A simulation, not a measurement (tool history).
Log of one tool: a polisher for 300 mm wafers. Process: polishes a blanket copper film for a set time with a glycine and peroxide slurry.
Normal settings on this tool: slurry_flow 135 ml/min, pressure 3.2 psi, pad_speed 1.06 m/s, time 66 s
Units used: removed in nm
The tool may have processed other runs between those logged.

| run | hour | slurry_flow | pressure | pad_speed | time | wafers since the last listed run | wafers polished on this pad | hours since the slurry nozzle was cleaned | hours since the head pressure was calibrated | incoming thickness of the incoming film, nm | removed |
|---|---|---|---|---|---|---|---|---|---|---|---|
| 1 | 0.0 | 135 | 3.2 | 1.06 | 54 | 0 | 2480 | 477.8 | 69.3 | 1205.0 | 423.8 |
|  | 22.0 | worn pad replaced by a new one |
| 2 | 61.8 | 135 | 3.2 | 1.06 | 54 | 596 | 410 | 539.6 | 131.1 | 1193.1 | 432.7 |
| 3 | 114.7 | 135 | 3.2 | 1.06 | 54 | 545 | 955 | 592.5 | 184.0 | 1185.2 | 433.2 |
| 4 | 178.7 | 135 | 3.7 | 1.06 | 80 | 660 | 1615 | 656.5 | 248.0 | 1201.7 | 737.3 |
|  | 291.6 | worn pad replaced by a new one |
|  | 295.4 | slurry nozzle cleaned |
| 5 | 339.8 | 135 | 3.7 | 1.06 | 80 | 1609 | 487 | 44.4 | 409.1 | 1199.4 | 768.0 |
| 6 | 368.9 | 135 | 3.2 | 1.06 | 66 | 300 | 787 | 73.5 | 438.2 | 1214.8 | 549.0 |
| 7 | 397.6 | 135 | 3.2 | 1.06 | 66 | 295 | 1083 | 102.2 | 466.9 | 1218.4 | 548.7 |
| 8 | 423.8 | 100 | 4.0 | 1.06 | 66 | 270 | 1353 | 128.4 | 493.1 | 1215.3 | 636.8 |
|  | 469.3 | head pressure recalibrated |
| 9 | 555.4 | 100 | 4.0 | 1.06 | 66 | 1336 | 2689 | 260.0 | 86.1 | 1196.3 | 588.1 |
|  | 562.4 | worn pad replaced by a new one, of another model than before |
| 10 | 619.2 | 135 | 3.2 | 1.06 | 66 | 616 | 585 | 323.8 | 149.9 | 1195.0 | 519.7 |
| 11 | 650.8 | 165 | 2.4 | 1.06 | 66 | 325 | 911 | 355.4 | 181.5 | 1221.7 | 464.6 |
| 12 | 694.4 | 165 | 2.4 | 1.06 | 66 | 449 | 1360 | 399.0 | 225.1 | 1217.1 | 463.6 |
| 13 | 736.4 | 125 | 3.2 | 1.06 | 66 | 433 | 1793 | 441.0 | 267.1 | 1190.4 | 512.2 |
| 14 | 780.3 | 125 | 3.2 | 1.06 | 66 | 452 | 2246 | 484.9 | 311.0 | 1214.9 | 517.9 |
| 15 | 819.6 | 150 | 2.4 | 1.06 | 66 | 405 | 2651 | 524.2 | 350.3 | 1173.1 | 469.3 |
| 16 | 857.1 | 135 | 2.4 | 1.06 | 79 | 386 | 3038 | 561.7 | 387.8 | 1206.2 | 535.5 |
|  | 879.1 | worn pad replaced by a new one |
| 17 | 886.9 | 155 | 3.2 | 1.32 | 49 | 266 | 80 | 591.5 | 417.6 | 1219.0 | 464.6 |
| 18 | 949.7 | 135 | 4.1 | 1.06 | 59 | 647 | 727 | 654.3 | 480.4 | 1215.7 | 559.3 |
|  | 994.4 | head pressure recalibrated |
| 19 | 995.3 | 135 | 3.5 | 1.06 | 66 | 449 | 1177 | 699.9 | 0.9 | 1207.5 | 531.5 |
| 20 | 1029.1 | 175 | 2.7 | 1.30 | 89 | 348 | 1526 | 733.7 | 34.7 | 1197.9 | 742.0 |
| 21 | 1057.1 | 135 | 3.2 | 1.06 | 66 | 288 | 1814 | 761.7 | 62.7 | 1201.5 | 514.7 |
|  | 1096.5 | slurry nozzle cleaned |
| 22 | 1112.5 | 135 | 3.2 | 0.74 | 66 | 561 | 2375 | 16.0 | 118.1 | 1192.5 | 448.9 |
| 23 | 1152.9 | 135 | 2.3 | 1.06 | 66 | 416 | 2792 | 56.4 | 158.5 | 1200.1 | 432.4 |
|  | 1189.6 | worn pad replaced by a new one |
| 24 | 1195.0 | 165 | 2.7 | 1.36 | 54 | 392 | 55 | 98.5 | 200.6 | 1187.7 | 475.4 |
| 25 | 1237.8 | 135 | 3.2 | 1.06 | 66 | 441 | 496 | 141.3 | 243.4 | 1200.2 | 540.6 |
| 26 | 1292.2 | 135 | 3.2 | 1.06 | 66 | 561 | 1057 | 195.7 | 297.8 | 1197.4 | 536.0 |
| 27 | 1319.6 | 135 | 3.2 | 1.06 | 66 | 282 | 1340 | 223.1 | 325.2 | 1192.7 | 540.4 |
| 28 | 1351.6 | 110 | 3.2 | 0.94 | 77 | 330 | 1670 | 255.1 | 357.2 | 1193.8 | 550.7 |
| 29 | 1386.2 | 135 | 3.5 | 1.06 | 78 | 356 | 2027 | 289.7 | 391.8 | 1189.8 | 684.3 |

Take each entry between the runs: how does the hidden state at the last listed run before it differ from the hidden state at the first listed run after it?
Run 1 -> run 2: worn pad replaced by a new one (hour 22.0)
  deviation of the head's pressure from its setpoint, %: 3.13 -> 5.6
  measured minus no-state result, removed: +11.0 -> +19.7 nm
Run 4 -> run 5: worn pad replaced by a new one (hour 291.6); slurry nozzle cleaned (hour 295.4)
  deviation of the head's pressure from its setpoint, %: 8.51 -> 10.4
  measured minus no-state result, removed: +50.8 -> +63.8 nm
Run 8 -> run 9: head pressure recalibrated (hour 469.3)
  deviation of the head's pressure from its setpoint, %: 10.9 -> 3.05
  measured minus no-state result, removed: +55.8 -> +15.3 nm
Run 9 -> run 10: worn pad replaced by a new one, of another model than before (hour 562.4)
  deviation of the head's pressure from its setpoint, %: 3.05 -> 5.37
  measured minus no-state result, removed: +15.3 -> +17.0 nm
Run 16 -> run 17: worn pad replaced by a new one (hour 879.1)
  deviation of the head's pressure from its setpoint, %: 9.43 -> 9.66
  measured minus no-state result, removed: +29.1 -> +27.1 nm
Run 18 -> run 19: head pressure recalibrated (hour 994.4)
  deviation of the head's pressure from its setpoint, %: 10 -> 1.7
  measured minus no-state result, removed: +34.1 -> +5.7 nm
Run 21 -> run 22: slurry nozzle cleaned (hour 1096.5)
  deviation of the head's pressure from its setpoint, %: 5.28 -> 7.61
  measured minus no-state result, removed: +16.6 -> +20.0 nm
Run 23 -> run 24: worn pad replaced by a new one (hour 1189.6)
  deviation of the head's pressure from its setpoint, %: 8.92 -> 10
  measured minus no-state result, removed: +22.2 -> +28.3 nm
